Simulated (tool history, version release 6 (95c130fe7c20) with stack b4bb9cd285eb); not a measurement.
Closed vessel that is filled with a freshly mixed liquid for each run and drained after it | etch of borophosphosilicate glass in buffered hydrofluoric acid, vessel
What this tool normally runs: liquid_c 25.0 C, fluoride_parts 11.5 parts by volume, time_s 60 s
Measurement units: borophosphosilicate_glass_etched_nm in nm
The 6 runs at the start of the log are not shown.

run	hour	liquid_c	fluoride_parts	time_s	wafers since the last listed run	hours since the thermometer was replaced	hours since the hydrofluoric acid flow meter was replaced	hours since the gauge calibration	read-back film thickness of the borophosphosilicate glass reference wafer, read on the same gauge (nm)	borophosphosilicate_glass_etched_nm
7	333.8	25.0	11.5	60	4113	1995.4	717.0	885.6	121.45	65.34
8	373.4	25.0	14.0	60	3660	2035.0	756.6	925.2	121.53	53.26
9	397.8	25.0	14.0	60	2255	2059.4	781.0	949.6	121.58	53.31
10	423.5	25.0	14.5	70	2375	2085.1	806.7	975.3	121.58	60.65
11	465.2	25.0	14.5	70	3854	2126.8	848.4	1017.0	121.64	60.47
12	501.0	25.0	15.5	60	3309	2162.6	884.2	1052.8	121.71	48.31
13	570.3	27.5	15.0	45	6406	2231.9	953.5	1122.1	121.80	42.97
# hour 588.6: hydrofluoric acid flow meter replaced
14	600.7	26.5	9.0	80	2717	2262.3	12.1	1152.5	121.88	115.65
15	638.0	29.0	10.0	85	3448	2299.6	49.4	1189.8	121.95	131.01
16	671.7	23.5	8.0	50	3115	2333.3	83.1	1223.5	122.00	69.67
17	721.8	25.0	11.5	60	4631	2383.4	133.2	1273.6	122.05	65.22
18	772.0	25.0	9.0	85	4640	2433.6	183.4	1323.8	122.14	112.80
19	802.4	25.0	9.0	85	2810	2464.0	213.8	1354.2	122.20	113.11

Run 20 is up next; what results do you expect?
20	837.5	22.0	11.5	45	3244	2499.1	248.9	1389.3	?	?

Logged for run 20: read-back film thickness of the borophosphosilicate glass reference wafer, read on the same gauge (nm) 122.26, borophosphosilicate_glass_etched_nm 41.81 nm.
Without the tool's hidden state the same run would have given borophosphosilicate_glass_etched_nm 41.05 nm.
